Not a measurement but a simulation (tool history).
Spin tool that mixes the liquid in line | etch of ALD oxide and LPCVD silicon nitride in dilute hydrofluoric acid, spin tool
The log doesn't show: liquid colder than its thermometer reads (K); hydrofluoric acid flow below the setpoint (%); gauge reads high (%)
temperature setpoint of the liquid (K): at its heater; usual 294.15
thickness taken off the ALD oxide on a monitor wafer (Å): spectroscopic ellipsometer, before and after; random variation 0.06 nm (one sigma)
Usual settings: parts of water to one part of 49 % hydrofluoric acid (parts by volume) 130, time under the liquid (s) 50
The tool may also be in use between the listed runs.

run,hour,temperature setpoint of the liquid (K),parts of water to one part of 49 % hydrofluoric acid (parts by volume),time under the liquid (s),wafers since the last listed run,hours since the thermometer was replaced,hours since the hydrofluoric acid flow meter was replaced,hours since the gauge calibration,"read-back film thickness of the ALD oxide reference wafer, read on the same gauge (nm)",thickness taken off the ALD oxide on a monitor wafer (Å)
1,0,294.15,130,50,0,1144.1,1018,737.8,90.01,62.6
2,48,294.15,130,50,554,1192.1,1066,785.8,90,62.4
3,127.8,294.15,130,50,922,1271.9,1145.8,865.6,90.01,61.1
# hour 138.2: hydrofluoric acid flow meter replaced
4,230,294.15,130,50,1169,1374.1,91.8,967.8,90.02,67.6
5,363.4,294.15,130,50,1541,1507.5,225.2,1101.2,90,66.1
6,470.9,294.15,130,40,1242,1615,332.7,1208.7,90.02,53.1
7,591.6,294.15,130,40,1395,1735.7,453.4,1329.4,89.99,52.5
# hour 625.2: thermometer replaced
8,652,294.15,130,50,686,26.8,513.8,1389.8,90.01,64.9
9,743.5,296.65,95,25,1057,118.3,605.3,1481.3,89.98,51.1
10,779.6,290.15,180,70,417,154.4,641.4,1517.4,89.99,52.2
11,874.8,294.15,130,50,1100,249.6,736.6,1612.6,89.98,64
12,945,294.15,190,65,811,319.8,806.8,1682.8,89.99,53.4
13,1037.4,298.65,130,65,1067,412.2,899.2,1775.2,90.01,99.1
14,1283.3,297.15,130,30,2842,658.1,1145.1,2021.1,89.99,42.1
# hour 1293.1: gauge calibrated
# hour 1305.4: hydrofluoric acid flow meter replaced
15,1595.7,296.65,165,65,3599,970.5,290.3,302.6,90.01,70.7
16,1648.1,294.15,130,50,605,1022.9,342.7,355,89.98,64.8
17,1715.1,297.15,115,65,774,1089.9,409.7,422,90,110.3

Hidden state at the last listed run before each entry between runs and at the first one after, where it differs:
Between runs 3 and 4: hydrofluoric acid flow meter replaced (hour 138.2)
  hydrofluoric acid flow below the setpoint (%): 7.23 -> 0.863
  measured less the result without the state, thickness taken off the ALD oxide on a monitor wafer (Å): -5.5 -> -0.7
Between runs 7 and 8: thermometer replaced (hour 625.2)
  hydrofluoric acid flow below the setpoint (%): 3.14 -> 3.52
  measured less the result without the state, thickness taken off the ALD oxide on a monitor wafer (Å): -2 -> -2.7
Between runs 14 and 15: gauge calibrated (hour 1293.1); hydrofluoric acid flow meter replaced (hour 1305.4)
  hydrofluoric acid flow below the setpoint (%): 7.49 -> 1.87
  measured less the result without the state, thickness taken off the ALD oxide on a monitor wafer (Å): -3.9 -> -1.6
